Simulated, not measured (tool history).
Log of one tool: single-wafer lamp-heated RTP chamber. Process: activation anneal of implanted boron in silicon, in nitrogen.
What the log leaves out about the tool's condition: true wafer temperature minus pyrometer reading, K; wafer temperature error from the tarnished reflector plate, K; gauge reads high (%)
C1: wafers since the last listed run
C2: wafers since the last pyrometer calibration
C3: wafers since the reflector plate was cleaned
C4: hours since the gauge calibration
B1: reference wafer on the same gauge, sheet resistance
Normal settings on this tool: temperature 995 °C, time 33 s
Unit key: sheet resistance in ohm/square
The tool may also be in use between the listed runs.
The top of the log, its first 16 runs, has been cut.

Run 17, hour 173.8: usual settings but time 48 s; C1 254; C2 9080; C3 1463; C4 261.1; B1 481.03. Result: sheet resistance 449.75 ohm/square.
Run 18, hour 180.6: usual settings but time 47 s; C1 105; C2 9186; C3 1569; C4 267.9; B1 481.08. Result: sheet resistance 448.92 ohm/square.
Run 19, hour 189.6: usual settings but time 16 s; C1 140; C2 9326; C3 1709; C4 276.9; B1 480.79. Result: sheet resistance 453.29 ohm/square.
Run 20, hour 198.5: usual settings; C1 138; C2 9465; C3 1848; C4 285.8; B1 481.02. Result: sheet resistance 450.46 ohm/square.
At hour 214.7: pyrometer window cleaned and pyrometer calibrated.
Run 21, hour 215.2: usual settings but temperature 1016 °C, time 42 s; C1 135; C2 8; C3 1983; C4 302.5; B1 481.01. Result: sheet resistance 448.49 ohm/square.
Run 22, hour 219.4: usual settings but temperature 966 °C, time 18 s; C1 65; C2 73; C3 2049; C4 306.7; B1 480.91. Result: sheet resistance 472.87 ohm/square.
Run 23, hour 228.8: usual settings but temperature 980 °C, time 24 s; C1 146; C2 220; C3 2195; C4 316.1; B1 481.27. Result: sheet resistance 457.42 ohm/square.
Run 24, hour 241.4: usual settings but temperature 1003 °C, time 27 s; C1 196; C2 416; C3 2392; C4 328.7; B1 481.14. Result: sheet resistance 449.11 ohm/square.
Run 25, hour 256.9: usual settings but time 48 s; C1 241; C2 658; C3 2633; C4 344.2; B1 480.72. Result: sheet resistance 448.96 ohm/square.
Run 26, hour 267.9: usual settings but time 39 s; C1 171; C2 829; C3 2805; C4 355.2; B1 481.16. Result: sheet resistance 451.22 ohm/square.
Run 27, hour 283.1: usual settings; C1 236; C2 1066; C3 3042; C4 370.4; B1 480.92. Result: sheet resistance 449.57 ohm/square.
At hour 289.7: gauge calibrated.
Run 28, hour 291.6: usual settings but temperature 985 °C, time 20 s; C1 132; C2 1199; C3 3174; C4 1.9; B1 481.01. Result: sheet resistance 453.65 ohm/square.
Run 29, hour 299.8: usual settings but temperature 981 °C, time 42 s; C1 127; C2 1326; C3 3302; C4 10.1; B1 480.76. Result: sheet resistance 453.29 ohm/square.
At hour 309.7: reflector plate cleaned.
Run 30, hour 316.2: usual settings but temperature 965 °C, time 22 s; C1 130; C2 1457; C3 100; C4 26.5; B1 481.31. Result: sheet resistance 467.99 ohm/square.
Run 31, hour 332.2: usual settings but temperature 971 °C, time 18 s; C1 249; C2 1707; C3 350; C4 42.5; B1 480.88. Result: sheet resistance 466.13 ohm/square.
Run 32, hour 341.8: usual settings but temperature 1012 °C, time 24 s; C1 149; C2 1856; C3 499; C4 52.1; B1 481.02. Result: sheet resistance 448.51 ohm/square.
Run 33, hour 350.3: usual settings; C1 132; C2 1989; C3 632; C4 60.6; B1 481.01. Result: sheet resistance 449.67 ohm/square.
Run 34, hour 364.6: usual settings but temperature 987 °C, time 19 s; C1 222; C2 2212; C3 855; C4 74.9; B1 480.90. Result: sheet resistance 456.39 ohm/square.
Run 35, hour 376.5: usual settings but temperature 983 °C, time 23 s; C1 185; C2 2397; C3 1040; C4 86.8; B1 480.89. Result: sheet resistance 455.82 ohm/square.
Run 36, hour 394.3: usual settings; C1 277; C2 2675; C3 1318; C4 104.6; B1 481.27. Result: sheet resistance 450.67 ohm/square.
Run 37, hour 401.0: usual settings but temperature 1022 °C, time 46 s; C1 104; C2 2779; C3 1422; C4 111.3; B1 481.44. Result: sheet resistance 446.43 ohm/square.

Branching from run 37: 4 alternative next runs. What would each branch give?
Run A, hour 401.4: usual settings; C1 6; C2 2785; C3 1428; C4 111.7; B1 ?. Result: sheet resistance ?.
Run B, hour 401.4: usual settings but temperature 1013 °C; C1 6; C2 2785; C3 1428; C4 111.7; B1 ?. Result: sheet resistance ?.
Run C, hour 401.4: usual settings but time 42 s; C1 6; C2 2785; C3 1428; C4 111.7; B1 ?. Result: sheet resistance ?.
Run D, hour 401.4: usual settings but time 41 s; C1 6; C2 2785; C3 1428; C4 111.7; B1 ?. Result: sheet resistance ?.

run      B1  sheet resistance
  A  481.19            448.84
  B  481.19            446.79
  C  481.19            448.14
  D  481.19            448.21
With the hidden condition removed and each run's random variation left untouched, the same runs would have given:
run  sheet resistance
  A            448.84
  B            446.79
  C            448.14
  D            448.21
